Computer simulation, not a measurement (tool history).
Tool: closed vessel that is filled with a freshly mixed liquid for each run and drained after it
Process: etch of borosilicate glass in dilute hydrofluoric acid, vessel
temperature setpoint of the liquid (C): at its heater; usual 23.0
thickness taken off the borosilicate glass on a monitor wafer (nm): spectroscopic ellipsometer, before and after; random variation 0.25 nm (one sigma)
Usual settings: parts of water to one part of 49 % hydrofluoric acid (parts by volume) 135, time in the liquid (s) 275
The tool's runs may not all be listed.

run,hour,temperature setpoint of the liquid (C),parts of water to one part of 49 % hydrofluoric acid (parts by volume),time in the liquid (s),"read-back film thickness of the borosilicate glass reference wafer, read on the same gauge (nm)",thickness taken off the borosilicate glass on a monitor wafer (nm)
1,0.0,23.0,135,275,110.01,60.03
2,112.2,23.0,115,275,110.00,72.90
3,163.6,19.5,135,275,110.00,52.98
4,235.0,23.0,135,275,109.99,60.62
5,280.6,23.0,135,275,109.98,60.82
6,306.8,23.0,135,275,110.00,61.04
7,374.7,23.0,135,275,110.00,61.08
8,426.1,23.0,135,275,110.00,60.89
9,454.4,23.0,135,275,109.99,61.46
10,504.6,23.0,135,275,110.00,61.71
11,537.1,19.0,135,275,109.99,52.29
12,574.6,23.0,135,275,109.97,61.03
13,614.0,23.0,135,275,109.99,61.50
14,644.1,23.0,195,275,110.04,39.77
15,677.5,23.0,135,275,110.02,61.58
# hour 682.9: hydrofluoric acid flow meter replaced
16,702.0,23.0,135,275,110.01,64.81
# hour 719.7: thermometer replaced
17,755.9,23.0,180,275,109.99,44.20
18,821.2,23.0,165,275,109.99,49.50
19,849.4,23.0,135,275,110.02,61.69
20,901.7,23.0,135,275,109.99,62.28
# hour 925.3: gauge calibrated
21,948.5,19.5,135,185,110.01,36.49
22,985.5,23.0,95,140,110.01,47.35
23,1014.0,25.0,70,115,110.01,59.29
24,1046.5,20.0,135,275,110.02,55.32
25,1107.9,26.0,135,340,110.01,87.05
26,1173.2,23.0,185,125,109.97,19.74
27,1201.5,23.0,135,275,110.01,62.70
28,1255.9,28.0,135,185,109.97,51.35
29,1283.1,18.0,135,275,110.05,51.31
30,1353.8,20.5,190,205,110.02,28.71
# hour 1413.8: thermometer replaced
31,1414.3,26.0,135,275,109.99,68.78

5 ways to go on from here, each from the tool as it stands after run 31. What would each give?
A,1415.0,23.0,135,435,?,?
B,1415.0,23.0,135,120,?,?
C,1415.0,26.5,100,230,?,?
D,1415.0,20.5,135,275,?,?
E,1415.0,23.0,65,275,?,?

run,"read-back film thickness of the borosilicate glass reference wafer, read on the same gauge (nm)",thickness taken off the borosilicate glass on a monitor wafer (nm)
A,109.96,96.05
B,109.96,26.50
C,109.96,82.00
D,109.96,55.03
E,109.96,137.36
Without the tool's hidden state the same runs would have given:
run,thickness taken off the borosilicate glass on a monitor wafer (nm)
A,97.21
B,26.82
C,82.96
D,55.68
E,138.83
